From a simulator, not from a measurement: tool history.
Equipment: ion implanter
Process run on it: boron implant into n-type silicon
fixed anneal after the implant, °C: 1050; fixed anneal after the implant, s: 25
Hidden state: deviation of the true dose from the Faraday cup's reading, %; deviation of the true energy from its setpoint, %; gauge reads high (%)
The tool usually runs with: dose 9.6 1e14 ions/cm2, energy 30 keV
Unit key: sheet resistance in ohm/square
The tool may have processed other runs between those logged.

run   hour   dose  energy  wafers since the last listed run  hours since the last dose calibration  hours since the extraction supply was calibrated  hours since the gauge calibration  read-back reference wafer on the same gauge, sheet resistance  sheet resistance
  1      0    9.6      30                                 0                                    745                                            5931.7                              184.9                                                         103.03            116.06
  2   10.2    9.6      30                               170                                  755.2                                            5941.9                              195.1                                                         102.99            115.96
  3   33.8    9.6      30                               393                                  778.8                                            5965.5                              218.7                                                            103            115.87
  4   50.3    9.6      30                               275                                  795.3                                              5982                              235.2                                                         102.96            115.98
  5   58.5    9.6      30                               136                                  803.5                                            5990.2                              243.4                                                         103.05            116.15
  6   67.2  10.31      30                               145                                  812.2                                            5998.9                              252.1                                                            103            109.31
  7   76.8  10.31      30                               160                                  821.8                                            6008.5                              261.7                                                            103             109.6
  8   90.6  10.31      30                               230                                  835.6                                            6022.3                              275.5                                                         102.98            109.57
  9  102.3   11.7    37.5                               195                                  847.3                                              6034                              287.2                                                         103.08             96.77
 10  116.5   11.7    37.5                               236                                  861.5                                            6048.2                              301.4                                                         102.97             96.97
 11  128.8   11.7    37.5                               205                                  873.8                                            6060.5                              313.7                                                         103.04              96.9
 12    139    9.6      30                               170                                    884                                            6070.7                              323.9                                                         103.01            116.84
 13  156.5    9.6      30                               291                                  901.5                                            6088.2                              341.4                                                         103.05            116.85
 14  163.1   7.92      30                               110                                  908.1                                            6094.8                                348                                                         103.03            137.09
       176  -- Faraday cup replaced and dose calibrated
 15  178.2    9.6      30                               118                                    2.2                                            6109.9                              363.1                                                         102.94            113.19
 16  219.6    9.6      30                               690                                   43.6                                            6151.3                              404.5                                                         103.02            113.17
     240.9  -- extraction supply calibrated
 17  241.4   8.72    35.5                               230                                   65.4                                               0.5                              426.3                                                         103.02            120.98
 18  252.4   7.36      24                               183                                   76.4                                              11.5                              437.3                                                            103            144.35
 19  270.3    7.4      30                               298                                   94.3                                              29.4                              455.2                                                         103.02            140.49
 20  285.8   7.01      39                               258                                  109.8                                              44.9                              470.7                                                         102.95             143.2
 21  301.2   8.72    35.5                               256                                  125.2                                              60.3                              486.1                                                         103.03             120.5
     301.9  -- gauge calibrated
 22    316    9.6      24                               246                                    140                                              75.1                               14.1                                                         102.99            115.23
 23  366.8    9.6    38.5                               846                                  190.8                                             125.9                               64.9                                                         103.07            110.67
 24  416.8    9.6      30                               833                                  240.8                                             175.9                              114.9                                                         102.99            113.14
 25  430.2  11.89      30                               223                                  254.2                                             189.3                              128.3                                                            103             94.13
 26  445.5  10.42    33.5                               255                                  269.5                                             204.6                              143.6                                                         103.01            104.68
 27  451.8   6.74      30                               105                                  275.8                                             210.9                              149.9                                                         102.95            152.31

Subtracting, for every run, the result it would have given without the tool's unlogged condition from the measured result gives the following. The same run-to-run variation enters both numbers; the gauge's scatter may not:
run  sheet resistance
  1             +2.72
  2             +2.78
  3             +2.91
  4             +3.01
  5             +3.07
  6             +2.96
  7             +3.02
  8              +3.1
  9             +2.83
 10             +2.92
 11             +2.98
 12             +3.59
 13             +3.71
 14             +4.35
 15             -0.15
 16             -0.14
 17             -0.14
 18             -0.15
 19             -0.14
 20             -0.12
 21             -0.09
 22             -0.08
 23             -0.01
 24             +0.06
 25             +0.08
 26             +0.11
 27             +0.17

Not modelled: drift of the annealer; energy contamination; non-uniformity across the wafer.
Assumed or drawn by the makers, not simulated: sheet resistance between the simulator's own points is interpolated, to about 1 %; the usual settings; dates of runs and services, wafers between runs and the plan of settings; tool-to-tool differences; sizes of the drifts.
